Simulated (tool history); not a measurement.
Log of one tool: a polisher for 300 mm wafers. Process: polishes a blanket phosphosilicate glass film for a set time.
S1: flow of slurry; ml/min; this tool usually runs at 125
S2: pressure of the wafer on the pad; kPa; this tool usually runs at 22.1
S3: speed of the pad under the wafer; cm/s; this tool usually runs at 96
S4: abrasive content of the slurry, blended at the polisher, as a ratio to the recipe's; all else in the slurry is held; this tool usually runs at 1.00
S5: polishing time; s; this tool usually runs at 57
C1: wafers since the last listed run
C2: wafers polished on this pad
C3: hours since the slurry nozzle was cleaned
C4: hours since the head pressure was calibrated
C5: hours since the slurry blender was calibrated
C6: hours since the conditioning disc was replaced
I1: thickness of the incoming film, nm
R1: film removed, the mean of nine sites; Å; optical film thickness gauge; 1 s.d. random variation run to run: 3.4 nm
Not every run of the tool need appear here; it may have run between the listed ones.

run    hour   S1    S2   S3    S4  S5    C1    C2     C3     C4     C5     C6      I1    R1
  1     0.0  125  22.1   96  1.00  57     0  2862  277.5    2.5  195.6  414.7  4343.6  4211
  2    67.6  125  22.1   96  1.00  57   661  3524  345.1   70.1  263.2  482.3  4376.1  4178
  3   136.0  125  22.1   96  1.15  57   669  4193  413.5  138.5  331.6  550.7  4272.3  4351
  4   167.7   85  20.0   64  1.00  48   310  4504  445.2  170.2  363.3  582.4  4366.6  2234
      187.5  -- worn pad replaced by a new one
      192.5  -- conditioning disc replaced and pad reconditioned
  5   212.2  125  29.0   64  1.00  57   376   221  489.7  214.7  407.8   19.7  4428.9  3581
  6   245.4  170  22.1  106  1.00  57   324   546  522.9  247.9  441.0   52.9  4376.8  4581
  7   301.8  155  25.5   96  1.00  57   552  1098  579.3  304.3  497.4  109.3  4337.6  4632
  8   340.0   95  22.1   96  1.30  57   373  1472  617.5  342.5  535.6  147.5  4283.4  4259
      391.7  -- slurry blender recalibrated
  9   411.1  110  17.9   96  1.10  69   676  2149  688.6  413.6   19.4  218.6  4369.2  4377
 10   444.7  125  22.1   74  0.80  57   328  2477  722.2  447.2   53.0  252.2  4341.0  3004
 11   508.2  125  22.1   96  1.00  57   621  3099  785.7  510.7  116.5  315.7  4351.9  4029
 12   555.4  110  22.1   78  1.00  57   462  3561  832.9  557.9  163.7  362.9  4341.7  3352
      603.4  -- slurry nozzle cleaned
 13   612.5  125  22.1  126  1.00  57   549  4110    9.1  615.0  220.8  420.0  4404.7  4922
      699.6  -- worn pad replaced by a new one
      701.5  -- head pressure recalibrated
 14   723.1  125  22.1   96  1.00  57  1024   210  119.7   21.6  331.4  530.6  4330.7  4255
      778.7  -- conditioning disc replaced and pad reconditioned
 15   781.1  140  22.1   96  1.00  57   548   759  177.7   79.6  389.4    2.4  4362.7  4301
 16   826.2  125  22.1   96  1.15  40   441  1200  222.8  124.7  434.5   47.5  4369.4  3082
 17   887.0  125  22.1   96  1.00  57   595  1795  283.6  185.5  495.3  108.3  4280.2  4127
     1004.5  -- slurry blender recalibrated
 18  1086.2  125  27.6   84  1.00  40  1930  3726  482.8  384.7   81.7  307.5  4368.3  2980
 19  1119.0  125  22.1   96  1.00  69   321  4047  515.6  417.5  114.5  340.3  4386.5  4889
 20  1143.4   85  17.9   82  0.85  57   238  4285  540.0  441.9  138.9  364.7  4394.7  2818
 21  1171.5  110  22.1   78  0.85  39   275  4560  568.1  470.0  167.0  392.8  4316.5  2145
 22  1200.1  105  22.1   96  1.00  57   279  4840  596.7  498.6  195.6  421.4  4389.3  3935
 23  1248.4  125  22.1   96  1.00  57   472  5313  645.0  546.9  243.9  469.7  4389.6  3997
     1260.8  -- head pressure recalibrated
     1315.2  -- worn pad replaced by a new one
 24  1319.2   85  22.1   84  1.30  57   634    39  715.8   58.4  314.7  540.5  4355.9  3954
     1367.4  -- conditioning disc replaced and pad reconditioned
 25  1387.4  125  28.3   78  1.00  70   647   687  784.0  126.6  382.9   20.0  4323.5  5116
     1436.2  -- slurry nozzle cleaned
 26  1439.6  125  19.3   64  1.00  57   501  1188    3.4  178.8  435.1   72.2  4384.5  2730

Alternative continuations, all from the tool just after run 26; predict every row:
  A  1440.0  125  22.1  96  1.20  57   3  1192  3.8  179.2  435.5  72.6  4409.9   ?
  B  1440.0  125  22.1  96  1.25  57   3  1192  3.8  179.2  435.5  72.6  4409.9   ?
  C  1440.0  125  22.1  96  0.85  57   3  1192  3.8  179.2  435.5  72.6  4409.9   ?

run    R1
  A  4427
  B  4491
  C  3891
Stripped of hidden state, with their random variation kept, the same runs would have yielded:
run    R1
  A  4508
  B  4574
  C  3963
